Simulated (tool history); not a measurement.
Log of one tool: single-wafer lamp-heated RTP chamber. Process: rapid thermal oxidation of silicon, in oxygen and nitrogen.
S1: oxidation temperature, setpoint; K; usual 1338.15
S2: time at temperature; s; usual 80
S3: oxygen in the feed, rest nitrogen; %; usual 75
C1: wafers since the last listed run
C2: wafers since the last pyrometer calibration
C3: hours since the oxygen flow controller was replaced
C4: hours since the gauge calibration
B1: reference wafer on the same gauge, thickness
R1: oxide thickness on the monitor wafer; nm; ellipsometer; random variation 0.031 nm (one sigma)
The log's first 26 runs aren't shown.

| run | hour | S1 | S2 | S3 | C1 | C2 | C3 | C4 | B1 | R1 |
|---|---|---|---|---|---|---|---|---|---|---|
| 27 | 579.8 | 1338.15 | 100 | 75 | 231 | 8663 | 197.2 | 394.5 | 8.164 | 10.044 |
|  | 604.3 | pyrometer window cleaned and pyrometer calibrated |
| 28 | 609.2 | 1338.15 | 80 | 75 | 154 | 35 | 226.6 | 423.9 | 8.15 | 9.223 |
| 29 | 670.9 | 1366.15 | 103 | 61 | 444 | 479 | 288.3 | 485.6 | 8.162 | 11.66 |
| 30 | 684.9 | 1347.15 | 41 | 52 | 100 | 580 | 302.3 | 499.6 | 8.177 | 6.415 |
| 31 | 714.9 | 1338.15 | 109 | 75 | 215 | 796 | 332.3 | 529.6 | 8.157 | 10.805 |
| 32 | 732.3 | 1347.15 | 66 | 97 | 125 | 921 | 349.7 | 547 | 8.154 | 9.959 |
| 33 | 759.4 | 1368.15 | 106 | 89 | 195 | 1116 | 376.8 | 574.1 | 8.168 | 13.674 |
|  | 777.4 | pyrometer window cleaned and pyrometer calibrated, repeated, since the last time left the tool worse |
| 34 | 789.2 | 1358.15 | 95 | 75 | 156 | 84 | 406.6 | 603.9 | 8.162 | 11.022 |
| 35 | 801.5 | 1338.15 | 80 | 75 | 88 | 173 | 418.9 | 616.2 | 8.166 | 8.909 |
| 36 | 822 | 1313.15 | 57 | 75 | 147 | 320 | 439.4 | 636.7 | 8.161 | 6.435 |
| 37 | 922.6 | 1338.15 | 66 | 75 | 724 | 1044 | 540 | 737.3 | 8.157 | 8.256 |
| 38 | 948.9 | 1328.15 | 93 | 95 | 189 | 1234 | 566.3 | 763.6 | 8.163 | 9.771 |
| 39 | 983.9 | 1320.15 | 80 | 75 | 251 | 1486 | 601.3 | 798.6 | 8.157 | 7.902 |

3 ways to go on from here, each from the tool as it stands after run 39. What would each give?
| A | 984.4 | 1338.15 | 80 | 75 | 3 | 1489 | 601.8 | 799.1 | ? | ? |
| B | 984.4 | 1338.15 | 104 | 57 | 3 | 1489 | 601.8 | 799.1 | ? | ? |
| C | 984.4 | 1353.15 | 80 | 75 | 3 | 1489 | 601.8 | 799.1 | ? | ? |

| run | B1 | R1 |
|---|---|---|
| A | 8.159 | 8.99 |
| B | 8.159 | 9.175 |
| C | 8.159 | 9.924 |
Without the tool's hidden state the same runs would have given:
| run | R1 |
|---|---|
| A | 8.805 |
| B | 8.986 |
| C | 9.724 |
